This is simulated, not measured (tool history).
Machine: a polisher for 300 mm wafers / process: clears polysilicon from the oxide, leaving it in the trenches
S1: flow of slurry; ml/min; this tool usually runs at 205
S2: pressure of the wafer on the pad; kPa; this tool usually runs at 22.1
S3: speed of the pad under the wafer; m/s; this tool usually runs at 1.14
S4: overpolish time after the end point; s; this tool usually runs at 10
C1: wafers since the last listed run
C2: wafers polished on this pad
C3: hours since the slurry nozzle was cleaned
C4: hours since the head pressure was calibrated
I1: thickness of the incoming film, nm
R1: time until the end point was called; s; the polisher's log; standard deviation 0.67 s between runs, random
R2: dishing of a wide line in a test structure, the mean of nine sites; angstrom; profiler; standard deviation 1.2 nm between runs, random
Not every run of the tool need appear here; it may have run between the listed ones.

run   hour   S1    S2    S3  S4   C1    C2     C3     C4     I1    R1   R2
  1      0  205  22.1  1.14  10    0  1128  350.4  242.8  763.9    41  640
  2   15.2  205  22.1  1.14  10  178  1306  365.6    258  768.2  42.2  605
      33.9  -- worn pad replaced by a new one
  3   34.4  205  22.1  1.14  10  178     5  384.8  277.2  773.3    41  644
  4   42.7  205  26.9  0.96  10   97   102  393.1  285.5    762  39.7  632
  5   56.1  205  26.9  0.96  10  156   259  406.5  298.9  764.4  38.9  627
  6   73.1  205  22.1  1.14  10  199   459  423.5  315.9  757.5  38.5  637
  7   79.9  205  22.1  1.14   9   79   538  430.3  322.7  761.8  39.4  610
  8   95.4  205  22.1  1.14   9  181   720  445.8  338.2  771.7  40.2  584
  9  109.9  205  22.1  0.88  10  169   890  460.3  352.7  768.5  52.2  592
     143.5  -- worn pad replaced by a new one
 10  157.9  205  22.1  0.88  10  515   168  508.3  400.7  753.5  52.1  571
 11  165.6  205  22.1  0.88  10   90   258    516  408.4  775.8  52.4  567
 12  176.4  205  22.1  1.14  10  126   385  526.8  419.2    766  39.5  640
 13  194.3  205  22.1  1.14  10  209   595  544.7  437.1    770  40.8  625
 14  209.3  205  22.1  1.14  10  175   770  559.7  452.1  761.1  40.3  628
 15  225.9  205  22.1  1.14  10  194   965  576.3  468.7  764.8  41.2  634
 16  238.9  205  22.1  1.14  10  152  1117  589.3  481.7  774.4  39.9  616
     248.6  -- worn pad replaced by a new one
 17  252.9  160  19.3  1.14   7  117    50  603.3  495.7  771.9  48.8  533
 18  270.8  205  22.1  1.14  10  209   260  621.2  513.6  763.6  39.9  616
 19    279  270  22.1  1.14  10   96   356  629.4  521.8  774.3  38.3  650
 20  286.7  205  22.1  1.14  10   90   446  637.1  529.5  758.3  39.4  635
 21  293.3  205    20  1.34  10   77   523  643.7  536.1  773.8  37.7  638
     294.9  -- slurry nozzle cleaned
 22  305.1  175  27.6  1.28  14  126   650   10.2  547.9  755.5  29.5  695
 23  319.2  270  22.1  1.28  10  165   815   24.3    562  758.8  34.5  648
 24  333.1  135  18.6  1.14  10  162   978   38.2  575.9  777.9  51.6  585
     342.2  -- head pressure recalibrated
 25  344.3  205  22.1  1.14  10  107  1086   49.4    2.1    777  44.2  629
     351.1  -- worn pad replaced by a new one
 26  360.9  245  22.1  1.32  10  147   114     66   18.7  772.2  36.5  618
 27  369.7  205  17.2   1.4  10  103   217   74.8   27.5  779.4  46.2  617
 28  376.8  205  22.1  1.14  14   83   300   81.9   34.6  774.8    43  681
 29  391.1  140    20  0.88  14  167   468   96.2   48.9  768.7  65.1  598
 30  407.8  240  17.9  1.14   6  195   663  112.9   65.6  762.3  50.2  464
 31  419.8  205  22.1  1.14  10  140   804  124.9   77.6  776.4    42  614
 32  437.2  175  22.1  1.14  10  203  1008  142.3     95  752.3  41.2  640
 33  451.1  185  17.9  1.14   7  162  1171  156.2  108.9  761.2  51.7  486

What if the next run were any one of these 5? Each begins from the tool's condition after run 33:
  A  451.5  205  22.1  1.14  10   4  1175  156.6  109.3  781.4   ?   ?
  B  451.5  275  24.1   1.3   8   4  1175  156.6  109.3  781.4   ?   ?
  C  451.5  145  22.1   0.8  10   4  1175  156.6  109.3  781.4   ?   ?
  D  451.5  140  26.2  1.34  10   4  1175  156.6  109.3  781.4   ?   ?
  E  451.5  205  18.6  1.14  15   4  1175  156.6  109.3  781.4   ?   ?

run    R1   R2
  A  42.5  639
  B  32.9  644
  C  64.3  556
  D  32.6  674
  E  50.4  671
With no hidden state in the tool, these same runs would have given:
run    R1   R2
  A  44.9  630
  B  34.7  636
  C  67.9  543
  D  34.4  668
  E  53.2  665
